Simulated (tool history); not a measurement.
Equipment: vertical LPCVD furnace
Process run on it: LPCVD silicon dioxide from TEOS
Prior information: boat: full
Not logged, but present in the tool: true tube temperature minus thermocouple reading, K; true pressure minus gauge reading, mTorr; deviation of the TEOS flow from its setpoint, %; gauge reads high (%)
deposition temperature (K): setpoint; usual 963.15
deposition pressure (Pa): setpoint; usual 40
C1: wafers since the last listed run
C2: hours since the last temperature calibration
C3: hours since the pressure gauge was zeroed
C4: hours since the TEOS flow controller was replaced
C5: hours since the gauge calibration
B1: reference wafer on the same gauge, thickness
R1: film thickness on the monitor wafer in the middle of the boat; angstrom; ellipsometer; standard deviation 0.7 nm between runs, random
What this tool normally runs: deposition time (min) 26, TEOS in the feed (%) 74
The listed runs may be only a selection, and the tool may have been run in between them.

Run 1, hour 0: usual settings; C1 0; C2 2161.4; C3 2829.9; C4 3148.5; C5 250.7; B1 143.75. Result: R1 1562.8 angstrom.
Run 2, hour 51.8: usual settings but TEOS in the feed (%) 84; C1 913; C2 2213.2; C3 2881.7; C4 3200.3; C5 302.5; B1 144.31. Result: R1 1667.7 angstrom.
Run 3, hour 114.9: usual settings but deposition temperature (K) 954.15; C1 1112; C2 2276.3; C3 2944.8; C4 3263.4; C5 365.6; B1 144.06. Result: R1 1278.8 angstrom.
Run 4, hour 171.3: usual settings but TEOS in the feed (%) 68; C1 994; C2 2332.7; C3 3001.2; C4 3319.8; C5 422; B1 143.85. Result: R1 1501.2 angstrom.
Run 5, hour 213.9: usual settings but TEOS in the feed (%) 68; C1 751; C2 2375.3; C3 3043.8; C4 3362.4; C5 464.6; B1 144.16. Result: R1 1510 angstrom.
Run 6, hour 251.4: usual settings; C1 661; C2 2412.8; C3 3081.3; C4 3399.9; C5 502.1; B1 143.88. Result: R1 1575.6 angstrom.
Run 7, hour 319.2: usual settings; C1 1195; C2 2480.6; C3 3149.1; C4 3467.7; C5 569.9; B1 144.17. Result: R1 1579.6 angstrom.
Run 8, hour 361.3: usual settings; C1 742; C2 2522.7; C3 3191.2; C4 3509.8; C5 612; B1 144.31. Result: R1 1579.5 angstrom.
Run 9, hour 430: usual settings but deposition time (min) 32.5; C1 1211; C2 2591.4; C3 3259.9; C4 3578.5; C5 680.7; B1 143.79. Result: R1 1965.7 angstrom.
Run 10, hour 466.6: usual settings; C1 645; C2 2628; C3 3296.5; C4 3615.1; C5 717.3; B1 144.06. Result: R1 1577.5 angstrom.
Run 11, hour 491.3: usual settings but deposition temperature (K) 959.15; C1 435; C2 2652.7; C3 3321.2; C4 3639.8; C5 742; B1 143.98. Result: R1 1432.7 angstrom.
Run 12, hour 658.6: usual settings but deposition temperature (K) 967.15, deposition pressure (Pa) 37.3, deposition time (min) 34, TEOS in the feed (%) 78; C1 2949; C2 2820; C3 3488.5; C4 3807.1; C5 909.3; B1 143.96. Result: R1 2257.7 angstrom.
At hour 725.9: thermocouples replaced and temperature profile calibrated.
At hour 739.5: TEOS flow controller replaced.
Run 13, hour 740: usual settings but deposition pressure (Pa) 46, TEOS in the feed (%) 83; C1 771; C2 14.1; C3 3569.9; C4 0.5; C5 990.7; B1 143.69. Result: R1 1667.1 angstrom.
Run 14, hour 784.3: usual settings but deposition pressure (Pa) 46, TEOS in the feed (%) 83; C1 781; C2 58.4; C3 3614.2; C4 44.8; C5 1035; B1 144.19. Result: R1 1673.8 angstrom.
At hour 833.5: gauge calibrated.
Run 15, hour 848.6: usual settings; C1 1133; C2 122.7; C3 3678.5; C4 109.1; C5 15.1; B1 143.88. Result: R1 1485 angstrom.
At hour 887.7: pressure gauge zeroed.
Run 16, hour 899: usual settings; C1 465; C2 173.1; C3 11.3; C4 159.5; C5 65.5; B1 143.95. Result: R1 1491.8 angstrom.
Run 17, hour 935.7: usual settings but deposition time (min) 20; C1 647; C2 209.8; C3 48; C4 196.2; C5 102.2; B1 143.86. Result: R1 1150.8 angstrom.
Run 18, hour 999.7: usual settings but deposition pressure (Pa) 33.3; C1 1128; C2 273.8; C3 112; C4 260.2; C5 166.2; B1 143.65. Result: R1 1367.8 angstrom.
Run 19, hour 1054: usual settings but deposition temperature (K) 953.15; C1 957; C2 328.1; C3 166.3; C4 314.5; C5 220.5; B1 144.05. Result: R1 1180.4 angstrom.
Run 20, hour 1084.5: usual settings but TEOS in the feed (%) 65; C1 537; C2 358.6; C3 196.8; C4 345; C5 251; B1 143.85. Result: R1 1412.9 angstrom.
Run 21, hour 1122.6: usual settings but deposition temperature (K) 957.15, TEOS in the feed (%) 80; C1 671; C2 396.7; C3 234.9; C4 383.1; C5 289.1; B1 144.05. Result: R1 1351.7 angstrom.
Run 22, hour 1172.2: usual settings but deposition pressure (Pa) 44; C1 874; C2 446.3; C3 284.5; C4 432.7; C5 338.7; B1 143.87. Result: R1 1581.6 angstrom.
Run 23, hour 1219.2: usual settings but deposition temperature (K) 959.15, TEOS in the feed (%) 66; C1 828; C2 493.3; C3 331.5; C4 479.7; C5 385.7; B1 144.16. Result: R1 1293.9 angstrom.
Run 24, hour 1246: usual settings but deposition time (min) 20; C1 472; C2 520.1; C3 358.3; C4 506.5; C5 412.5; B1 143.88. Result: R1 1159.1 angstrom.
Run 25, hour 1283: usual settings but deposition pressure (Pa) 31.3, deposition time (min) 21.5, TEOS in the feed (%) 64; C1 652; C2 557.1; C3 395.3; C4 543.5; C5 449.5; B1 143.99. Result: R1 1024.7 angstrom.
Run 26, hour 1342.4: usual settings; C1 1047; C2 616.5; C3 454.7; C4 602.9; C5 508.9; B1 143.87. Result: R1 1518.9 angstrom.
Run 27, hour 1387.5: usual settings but TEOS in the feed (%) 64; C1 795; C2 661.6; C3 499.8; C4 648; C5 554; B1 144.12. Result: R1 1417.4 angstrom.
Run 28, hour 1437.6: usual settings but deposition temperature (K) 973.15, deposition time (min) 17.5; C1 883; C2 711.7; C3 549.9; C4 698.1; C5 604.1; B1 144.14. Result: R1 1295.5 angstrom.
Run 29, hour 1467: usual settings but TEOS in the feed (%) 61; C1 518; C2 741.1; C3 579.3; C4 727.5; C5 633.5; B1 143.94. Result: R1 1377.3 angstrom.
Run 30, hour 1492.4: usual settings; C1 447; C2 766.5; C3 604.7; C4 752.9; C5 658.9; B1 144.01. Result: R1 1525.1 angstrom.

What if the next run were any one of these 5? Each begins from the tool's condition after run 30:
Run A, hour 1497.4: usual settings; C1 88; C2 771.5; C3 609.7; C4 757.9; C5 663.9; B1 ?. Result: R1 ?.
Run B, hour 1497.4: usual settings but deposition temperature (K) 954.15, deposition pressure (Pa) 34; C1 88; C2 771.5; C3 609.7; C4 757.9; C5 663.9; B1 ?. Result: R1 ?.
Run C, hour 1497.4: usual settings but deposition temperature (K) 959.15, deposition pressure (Pa) 36, deposition time (min) 33.5, TEOS in the feed (%) 70; C1 88; C2 771.5; C3 609.7; C4 757.9; C5 663.9; B1 ?. Result: R1 ?.
Run D, hour 1497.4: usual settings but deposition temperature (K) 960.15, deposition time (min) 33; C1 88; C2 771.5; C3 609.7; C4 757.9; C5 663.9; B1 ?. Result: R1 ?.
Run E, hour 1497.4: usual settings but deposition time (min) 18.5, TEOS in the feed (%) 83; C1 88; C2 771.5; C3 609.7; C4 757.9; C5 663.9; B1 ?. Result: R1 ?.

run      B1      R1
  A  143.92  1533.1
  B  143.92  1139.9
  C  143.92  1657.3
  D  143.92    1812
  E  143.92  1155.3
Stripped of hidden state, with their random variation kept, the same runs would have yielded:
run      R1
  A  1480.4
  B    1100
  C  1599.9
  D  1749.4
  E  1115.6
